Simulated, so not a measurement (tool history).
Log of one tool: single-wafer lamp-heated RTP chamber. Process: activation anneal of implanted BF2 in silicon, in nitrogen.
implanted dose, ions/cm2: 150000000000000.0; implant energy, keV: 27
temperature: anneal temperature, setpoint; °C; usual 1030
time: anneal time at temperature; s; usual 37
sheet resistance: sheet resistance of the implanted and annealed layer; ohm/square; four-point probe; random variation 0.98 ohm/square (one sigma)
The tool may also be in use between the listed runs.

run	hour	temperature	time	wafers since the last listed run	wafers since the last pyrometer calibration	wafers since the reflector plate was cleaned	hours since the gauge calibration	read-back reference wafer on the same gauge, sheet resistance	sheet resistance
1	0	1030	27	0	826	826	525.3	758.84	653.62
2	25.6	1030	54	426	1252	1252	550.9	759.41	647.15
3	76.7	1030	37	850	2103	2103	602	759.24	650.59
4	124.7	1030	37	799	2903	2903	650	758.65	651.35
5	161.9	1030	37	619	3522	3522	687.2	759.2	652.44
6	219.9	1030	37	965	4488	4488	745.2	759.35	651.61
# hour 252.8: pyrometer window cleaned and pyrometer calibrated
7	284.4	1011	49	940	526	5429	809.7	758.9	651.78
8	347.3	1011	49	1047	1574	6476	872.6	759.51	651.83
9	373.6	1011	49	437	2012	6914	898.9	758.65	652.89
10	424.7	1030	37	850	2862	7765	950	759.27	651.15
# hour 477.1: gauge calibrated
11	490.1	1030	28	1088	3951	8854	13	758.82	655.33
# hour 533.4: pyrometer window cleaned and pyrometer calibrated
12	539.1	1030	37	682	95	9536	62	759.06	649.51
13	591.5	1008	31	872	967	10409	114.4	758.86	657.16
14	642.2	1038	18	844	1811	11253	165.1	759.04	657.62
15	709.3	1056	20	1117	2929	12370	232.2	758.67	653.36
16	739.3	1011	49	499	3428	12870	262.2	758.97	652.28
# hour 808: reflector plate cleaned
17	809.2	1019	57	1030	4459	19	332.1	759.48	648.81
# hour 851.4: pyrometer window cleaned and pyrometer calibrated
18	872.8	1052	37	925	356	945	395.7	759.03	648.73
19	902.5	1030	37	494	850	1439	425.4	759.06	652.26
20	947.1	1044	23	742	1593	2182	470	759.05	654.82
21	1001	1044	23	897	2491	3079	523.9	759.17	654.76
# hour 1154.4: pyrometer window cleaned and pyrometer calibrated
22	1209.1	1030	17	3331	911	6411	732	758.47	659.08
23	1276.9	1011	49	1128	2040	7540	799.8	759.02	652.82
24	1331.9	1019	18	915	2956	8456	854.8	758.59	658.44
25	1401.7	1017	23	1162	4118	9618	924.6	758.92	658.11

Forecast each of these 4 alternatives for the next run:
A	1402.1	1020	37	6	4124	9625	925	?	?
B	1402.1	1052	48	6	4124	9625	925	?	?
C	1402.1	1056	15	6	4124	9625	925	?	?
D	1402.1	1004	37	6	4124	9625	925	?	?

run	read-back reference wafer on the same gauge, sheet resistance	sheet resistance
A	759.07	654.42
B	759.07	643.15
C	759.07	657.41
D	759.07	657.45
Without the tool's hidden state the same runs would have given:
run	sheet resistance
A	654.42
B	643.15
C	657.41
D	657.45
